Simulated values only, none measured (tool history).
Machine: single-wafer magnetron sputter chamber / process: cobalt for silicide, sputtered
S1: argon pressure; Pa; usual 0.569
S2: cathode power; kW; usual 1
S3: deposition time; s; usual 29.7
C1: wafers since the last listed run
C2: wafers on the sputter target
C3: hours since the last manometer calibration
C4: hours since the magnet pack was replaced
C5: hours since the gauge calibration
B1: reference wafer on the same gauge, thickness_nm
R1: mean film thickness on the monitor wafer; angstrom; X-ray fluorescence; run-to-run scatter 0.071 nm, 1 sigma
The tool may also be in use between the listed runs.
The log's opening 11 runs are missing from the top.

run	hour	S1	S2	S3	C1	C2	C3	C4	C5	B1	R1
12	127.6	0.569	1	25.4	90	403	1024.4	95.2	187.3	15.503	112.07
13	134.9	0.569	1.2	34.4	106	510	1031.7	102.5	194.6	15.498	178.7
14	143.5	0.569	1	29.7	126	636	1040.3	111.1	203.2	15.508	130.88
15	150.3	0.569	1	29.7	99	736	1047.1	117.9	210	15.513	130.39
16	167.3	0.445	0.8	34.4	249	985	1064.1	134.9	227	15.513	131.72
17	173.5	0.569	1	29.7	90	1076	1070.3	141.1	233.2	15.496	130.8
18	187.1	0.569	1.1	29.7	199	1275	1083.9	154.7	246.8	15.505	142.38
# hour 206.5: sputter target and shields replaced, repeated, since the last time left the tool worse
19	207	0.569	1.25	26.3	174	7	1103.8	174.6	266.7	15.49	151.44
20	207.3	0.654	0.85	26.5	4	11	1104.1	174.9	267	15.505	106.46
# hour 211.7: gauge calibrated
21	213.5	0.569	1	29.7	90	102	1110.3	181.1	1.8	15.476	140.6
22	227.1	0.569	1	29.7	199	301	1123.9	194.7	15.4	15.49	141.57
23	237.5	0.74	1	25.6	152	454	1134.3	205.1	25.8	15.503	114.91
24	254.5	0.443	1.05	29.7	249	703	1151.3	222.1	42.8	15.517	154.49
# hour 266.8: capacitance manometer re-zeroed and calibrated
25	267.3	0.394	1	29.7	70	773	0.5	234.9	55.6	15.474	151.59
26	278	0.569	1	29.7	156	930	11.2	245.6	66.3	15.488	141.53
27	287.5	0.655	1	25.5	139	1069	20.7	255.1	75.8	15.495	116.99
28	298.8	0.569	0.8	32.1	165	1235	32	266.4	87.1	15.516	125.5
29	309.2	0.74	1	25.6	152	1388	42.4	276.8	97.5	15.511	114.03
30	319.5	0.746	1	29.7	150	1538	52.7	287.1	107.8	15.478	132.55
31	333.6	0.47	0.85	29.7	206	1745	66.8	301.2	121.9	15.5	127.74
32	347.3	0.569	1	29.7	200	1946	80.5	314.9	135.6	15.506	140.62
33	364.1	0.569	1.2	25.2	246	2192	97.3	331.7	152.4	15.492	138.71
34	378.3	0.569	0.8	28.1	208	2400	111.5	345.9	166.6	15.495	109.28

Each row is a separate what-if for the run after 34, all from the same tool condition, not one after another. Results?
A	378.7	0.569	1	29.7	5	2406	111.9	346.3	167	?	?
B	378.7	0.569	1	32.4	5	2406	111.9	346.3	167	?	?
C	378.7	0.375	1.25	29.7	5	2406	111.9	346.3	167	?	?
D	378.7	0.569	1	34	5	2406	111.9	346.3	167	?	?
E	378.7	0.477	0.8	27.9	5	2406	111.9	346.3	167	?	?

run	B1	R1
A	15.511	140.41
B	15.511	153.17
C	15.511	183.35
D	15.511	160.73
E	15.511	113.07
Without the tool's hidden state the same runs would have given:
run	R1
A	141.12
B	153.95
C	184.28
D	161.56
E	113.64

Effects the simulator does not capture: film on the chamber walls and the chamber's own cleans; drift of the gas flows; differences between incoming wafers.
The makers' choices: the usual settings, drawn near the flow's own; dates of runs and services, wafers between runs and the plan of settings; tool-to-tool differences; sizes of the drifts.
